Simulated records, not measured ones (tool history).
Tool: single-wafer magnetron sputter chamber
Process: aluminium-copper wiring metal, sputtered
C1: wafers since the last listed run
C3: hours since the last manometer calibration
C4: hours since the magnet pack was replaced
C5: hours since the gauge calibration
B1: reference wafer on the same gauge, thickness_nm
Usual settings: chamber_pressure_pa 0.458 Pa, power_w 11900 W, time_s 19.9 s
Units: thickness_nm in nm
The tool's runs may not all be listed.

{"run": 1, "hour": 0.0, "chamber_pressure_pa": 0.458, "power_w": 11900, "time_s": 19.9, "C1": 0, "wafers on the sputter target": 2608, "C3": 558.4, "C4": 4362, "C5": 889.1, "B1": 479.213, "thickness_nm": 404.587}
{"run": 2, "hour": 50.1, "chamber_pressure_pa": 0.458, "power_w": 11900, "time_s": 19.9, "C1": 1425, "wafers on the sputter target": 4034, "C3": 608.5, "C4": 4412.1, "C5": 939.2, "B1": 479.822, "thickness_nm": 402.759}
{"run": 3, "hour": 144.7, "chamber_pressure_pa": 0.511, "power_w": 12750, "time_s": 19.9, "C1": 2691, "wafers on the sputter target": 6725, "C3": 703.1, "C4": 4506.7, "C5": 1033.8, "B1": 480.114, "thickness_nm": 418.828}
{"hour": 155.5, "done": "sputter target and shields replaced"}
{"run": 4, "hour": 193.2, "chamber_pressure_pa": 0.458, "power_w": 11900, "time_s": 19.9, "C1": 1152, "wafers on the sputter target": 1073, "C3": 751.6, "C4": 4555.2, "C5": 1082.3, "B1": 479.71, "thickness_nm": 413.679}
{"run": 5, "hour": 260.5, "chamber_pressure_pa": 0.458, "power_w": 10300, "time_s": 19.9, "C1": 1914, "wafers on the sputter target": 2987, "C3": 818.9, "C4": 4622.5, "C5": 1149.6, "B1": 479.85, "thickness_nm": 351.635}
{"run": 6, "hour": 303.0, "chamber_pressure_pa": 0.458, "power_w": 10300, "time_s": 19.9, "C1": 1208, "wafers on the sputter target": 4196, "C3": 861.4, "C4": 4665, "C5": 1192.1, "B1": 479.833, "thickness_nm": 347.923}
{"run": 7, "hour": 337.9, "chamber_pressure_pa": 0.458, "power_w": 11900, "time_s": 19.9, "C1": 992, "wafers on the sputter target": 5189, "C3": 896.3, "C4": 4699.9, "C5": 1227, "B1": 480.548, "thickness_nm": 394.331}
{"run": 8, "hour": 367.5, "chamber_pressure_pa": 0.344, "power_w": 11900, "time_s": 19.9, "C1": 842, "wafers on the sputter target": 6031, "C3": 925.9, "C4": 4729.5, "C5": 1256.6, "B1": 479.901, "thickness_nm": 422.831}
{"hour": 399.4, "done": "sputter target and shields replaced"}
{"hour": 411.9, "done": "capacitance manometer re-zeroed and calibrated"}
{"run": 9, "hour": 437.6, "chamber_pressure_pa": 0.458, "power_w": 11900, "time_s": 19.9, "C1": 1538, "wafers on the sputter target": 858, "C3": 25.7, "C4": 4799.6, "C5": 1326.7, "B1": 480.739, "thickness_nm": 421.88}
{"hour": 443.9, "done": "gauge calibrated"}
{"run": 10, "hour": 480.0, "chamber_pressure_pa": 0.458, "power_w": 11900, "time_s": 19.9, "C1": 1206, "wafers on the sputter target": 2064, "C3": 68.1, "C4": 4842, "C5": 36.1, "B1": 479.952, "thickness_nm": 414.182}
{"run": 11, "hour": 516.3, "chamber_pressure_pa": 0.458, "power_w": 11900, "time_s": 19.9, "C1": 1032, "wafers on the sputter target": 3097, "C3": 104.4, "C4": 4878.3, "C5": 72.4, "B1": 480.214, "thickness_nm": 410.717}
{"run": 12, "hour": 577.4, "chamber_pressure_pa": 0.458, "power_w": 13650, "time_s": 19.9, "C1": 1738, "wafers on the sputter target": 4835, "C3": 165.5, "C4": 4939.4, "C5": 133.5, "B1": 479.628, "thickness_nm": 468.297}
{"hour": 616.9, "done": "sputter target and shields replaced"}
{"run": 13, "hour": 617.4, "chamber_pressure_pa": 0.586, "power_w": 14550, "time_s": 19.9, "C1": 910, "wafers on the sputter target": 14, "C3": 205.5, "C4": 4979.4, "C5": 173.5, "B1": 480.177, "thickness_nm": 493.806}
{"run": 14, "hour": 676.4, "chamber_pressure_pa": 0.458, "power_w": 11900, "time_s": 19.9, "C1": 1678, "wafers on the sputter target": 1693, "C3": 264.5, "C4": 5038.4, "C5": 232.5, "B1": 480.463, "thickness_nm": 410.792}
{"run": 15, "hour": 745.5, "chamber_pressure_pa": 0.536, "power_w": 11900, "time_s": 19.9, "C1": 1965, "wafers on the sputter target": 3658, "C3": 333.6, "C4": 5107.5, "C5": 301.6, "B1": 479.766, "thickness_nm": 391.724}
{"hour": 791.4, "done": "magnet pack replaced"}
{"run": 16, "hour": 808.7, "chamber_pressure_pa": 0.458, "power_w": 9000, "time_s": 17.4, "C1": 1570, "wafers on the sputter target": 5229, "C3": 396.8, "C4": 17.3, "C5": 364.8, "B1": 479.853, "thickness_nm": 267.694}
{"run": 17, "hour": 838.3, "chamber_pressure_pa": 0.341, "power_w": 11900, "time_s": 18.7, "C1": 842, "wafers on the sputter target": 6071, "C3": 426.4, "C4": 46.9, "C5": 394.4, "B1": 479.776, "thickness_nm": 401.67}
{"hour": 852.6, "done": "sputter target and shields replaced"}
{"run": 18, "hour": 906.7, "chamber_pressure_pa": 0.349, "power_w": 10800, "time_s": 18.9, "C1": 1718, "wafers on the sputter target": 1540, "C3": 494.8, "C4": 115.3, "C5": 462.8, "B1": 479.577, "thickness_nm": 380.531}
{"run": 19, "hour": 939.2, "chamber_pressure_pa": 0.458, "power_w": 10850, "time_s": 16.1, "C1": 924, "wafers on the sputter target": 2464, "C3": 527.3, "C4": 147.8, "C5": 495.3, "B1": 480.429, "thickness_nm": 303.514}
{"run": 20, "hour": 968.9, "chamber_pressure_pa": 0.632, "power_w": 9900, "time_s": 17.3, "C1": 844, "wafers on the sputter target": 3309, "C3": 557, "C4": 177.5, "C5": 525, "B1": 479.758, "thickness_nm": 271.899}
{"run": 21, "hour": 1020.8, "chamber_pressure_pa": 0.458, "power_w": 11900, "time_s": 21.9, "C1": 1476, "wafers on the sputter target": 4785, "C3": 608.9, "C4": 229.4, "C5": 576.9, "B1": 480.417, "thickness_nm": 442.755}
{"hour": 1062.9, "done": "sputter target and shields replaced"}
{"run": 22, "hour": 1068.9, "chamber_pressure_pa": 0.458, "power_w": 13250, "time_s": 21.4, "C1": 1140, "wafers on the sputter target": 171, "C3": 657, "C4": 277.5, "C5": 625, "B1": 480.282, "thickness_nm": 502.889}
{"run": 23, "hour": 1118.2, "chamber_pressure_pa": 0.458, "power_w": 11900, "time_s": 19.9, "C1": 1402, "wafers on the sputter target": 1573, "C3": 706.3, "C4": 326.8, "C5": 674.3, "B1": 480.229, "thickness_nm": 412.97}
{"run": 24, "hour": 1168.8, "chamber_pressure_pa": 0.458, "power_w": 10750, "time_s": 19.9, "C1": 1439, "wafers on the sputter target": 3013, "C3": 756.9, "C4": 377.4, "C5": 724.9, "B1": 479.765, "thickness_nm": 364.729}

Forecast each of these 3 alternatives for the next run:
{"run": "A", "hour": 1169.2, "chamber_pressure_pa": 0.458, "power_w": 11900, "time_s": 19.9, "C1": 11, "wafers on the sputter target": 3024, "C3": 757.3, "C4": 377.8, "C5": 725.3, "B1": "?", "thickness_nm": "?"}
{"run": "B", "hour": 1169.2, "chamber_pressure_pa": 0.3, "power_w": 14700, "time_s": 16, "C1": 11, "wafers on the sputter target": 3024, "C3": 757.3, "C4": 377.8, "C5": 725.3, "B1": "?", "thickness_nm": "?"}
{"run": "C", "hour": 1169.2, "chamber_pressure_pa": 0.458, "power_w": 11900, "time_s": 18.4, "C1": 11, "wafers on the sputter target": 3024, "C3": 757.3, "C4": 377.8, "C5": 725.3, "B1": "?", "thickness_nm": "?"}

run=A B1=480.161 thickness_nm=406.302
run=B B1=480.161 thickness_nm=435.958
run=C B1=480.161 thickness_nm=375.676
Without the tool's hidden state the same runs would have given:
run=A thickness_nm=432.201
run=B thickness_nm=461.612
run=C thickness_nm=399.623
